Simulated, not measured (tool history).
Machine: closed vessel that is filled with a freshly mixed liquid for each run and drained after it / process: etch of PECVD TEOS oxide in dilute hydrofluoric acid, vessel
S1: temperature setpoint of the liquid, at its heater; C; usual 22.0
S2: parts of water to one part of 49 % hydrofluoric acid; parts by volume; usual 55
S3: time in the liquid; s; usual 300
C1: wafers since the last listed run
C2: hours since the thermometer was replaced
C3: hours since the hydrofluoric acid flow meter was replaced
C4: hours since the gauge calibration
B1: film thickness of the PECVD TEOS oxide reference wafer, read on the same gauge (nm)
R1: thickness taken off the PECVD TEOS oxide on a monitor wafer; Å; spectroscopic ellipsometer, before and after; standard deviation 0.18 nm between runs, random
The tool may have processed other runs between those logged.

Run 1, day 0.000: usual settings; C1 0; C2 637.8; C3 132.9; C4 1293.4; B1 70.00. Result: R1 491.3 Å.
Run 2, day 2.958: usual settings; C1 5764; C2 708.8; C3 203.9; C4 1364.4; B1 69.98. Result: R1 491.3 Å.
Run 3, day 5.379: usual settings; C1 4716; C2 766.9; C3 262.0; C4 1422.5; B1 70.02. Result: R1 490.5 Å.
At day 7.812: gauge calibrated.
Run 4, day 9.096: usual settings; C1 7241; C2 856.1; C3 351.2; C4 30.8; B1 70.01. Result: R1 488.1 Å.
Run 5, day 12.954: usual settings but S1 20.0 C; C1 7517; C2 948.7; C3 443.8; C4 123.4; B1 70.01. Result: R1 444.8 Å.
Run 6, day 14.471: usual settings; C1 2955; C2 985.1; C3 480.2; C4 159.8; B1 70.01. Result: R1 483.9 Å.
Run 7, day 16.096: usual settings; C1 3166; C2 1024.1; C3 519.2; C4 198.8; B1 70.01. Result: R1 482.4 Å.
Run 8, day 18.388: usual settings; C1 4465; C2 1079.1; C3 574.2; C4 253.8; B1 70.00. Result: R1 483.1 Å.
Run 9, day 22.067: usual settings but S3 170 s; C1 7168; C2 1167.4; C3 662.5; C4 342.1; B1 70.00. Result: R1 270.6 Å.
Run 10, day 24.096: usual settings but S3 170 s; C1 3953; C2 1216.1; C3 711.2; C4 390.8; B1 70.03. Result: R1 272.1 Å.
At day 24.404: hydrofluoric acid flow meter replaced.
Run 11, day 26.071: usual settings but S3 170 s; C1 3766; C2 1263.5; C3 40.0; C4 438.2; B1 70.02. Result: R1 276.3 Å.
Run 12, day 28.804: usual settings; C1 5325; C2 1329.1; C3 105.6; C4 503.8; B1 70.01. Result: R1 484.5 Å.
Run 13, day 31.242: usual settings; C1 4749; C2 1387.6; C3 164.1; C4 562.3; B1 70.02. Result: R1 484.3 Å.
Run 14, day 33.750: usual settings; C1 4887; C2 1447.8; C3 224.3; C4 622.5; B1 69.99. Result: R1 481.7 Å.
Run 15, day 35.929: usual settings but S1 25.5 C, S3 140 s; C1 4245; C2 1500.1; C3 276.6; C4 674.8; B1 69.98. Result: R1 258.0 Å.
Run 16, day 39.362: usual settings but S1 24.5 C, S2 40 parts by volume, S3 365 s; C1 6689; C2 1582.5; C3 359.0; C4 757.2; B1 70.00. Result: R1 906.5 Å.
Run 17, day 43.658: usual settings but S3 130 s; C1 8369; C2 1685.6; C3 462.1; C4 860.3; B1 70.00. Result: R1 205.5 Å.
Run 18, day 46.850: usual settings but S1 24.5 C, S2 40 parts by volume, S3 375 s; C1 6218; C2 1762.2; C3 538.7; C4 936.9; B1 70.00. Result: R1 924.4 Å.
Run 19, day 49.333: usual settings but S3 195 s; C1 4838; C2 1821.8; C3 598.3; C4 996.5; B1 69.99. Result: R1 307.3 Å.
At day 51.879: hydrofluoric acid flow meter replaced.
Run 20, day 52.954: usual settings; C1 6973; C2 1908.7; C3 25.8; C4 1083.4; B1 70.01. Result: R1 480.2 Å.
At day 53.250: thermometer replaced.
Run 21, day 55.188: usual settings but S1 25.5 C, S2 80 parts by volume; C1 4270; C2 46.5; C3 79.4; C4 1137.0; B1 70.00. Result: R1 382.5 Å.
Run 22, day 58.862: usual settings but S2 40 parts by volume; C1 7160; C2 134.7; C3 167.6; C4 1225.2; B1 70.00. Result: R1 701.0 Å.
At day 59.629: gauge calibrated.
Run 23, day 63.217: usual settings but S1 19.5 C; C1 8483; C2 239.2; C3 272.1; C4 86.1; B1 69.99. Result: R1 446.5 Å.
Run 24, day 65.983: usual settings; C1 5390; C2 305.6; C3 338.5; C4 152.5; B1 70.02. Result: R1 494.0 Å.
Run 25, day 70.246: usual settings but S1 27.0 C, S2 65 parts by volume, S3 400 s; C1 8305; C2 407.9; C3 440.8; C4 254.8; B1 70.01. Result: R1 668.4 Å.
Run 26, day 73.133: usual settings but S2 40 parts by volume; C1 5625; C2 477.2; C3 510.1; C4 324.1; B1 70.01. Result: R1 683.8 Å.
Run 27, day 75.054: usual settings but S1 17.5 C, S2 85 parts by volume; C1 3742; C2 523.3; C3 556.2; C4 370.2; B1 69.99. Result: R1 251.9 Å.

For each run, the measured value with the value that run would have given without the tool's hidden condition subtracted. The run-to-run variation is shared by both, the gauge scatter possibly not:
Unlogged tool condition in this case: liquid colder than its thermometer reads (K); hydrofluoric acid flow below the setpoint (%); gauge reads high (%).
run     R1
  1  -10.5
  2  -12.3
  3  -13.8
  4  -16.2
  5  -17.2
  6  -19.5
  7  -20.3
  8  -21.9
  9  -13.7
 10  -14.4
 11   -8.9
 12  -17.3
 13  -18.8
 14  -20.3
 15  -11.4
 16  -44.7
 17  -11.4
 18  -54.5
 19  -19.4
 20  -22.7
 21   -2.3
 22   -7.7
 23   -7.4
 24  -10.0
 25  -17.2
 26  -19.9
 27   -8.2
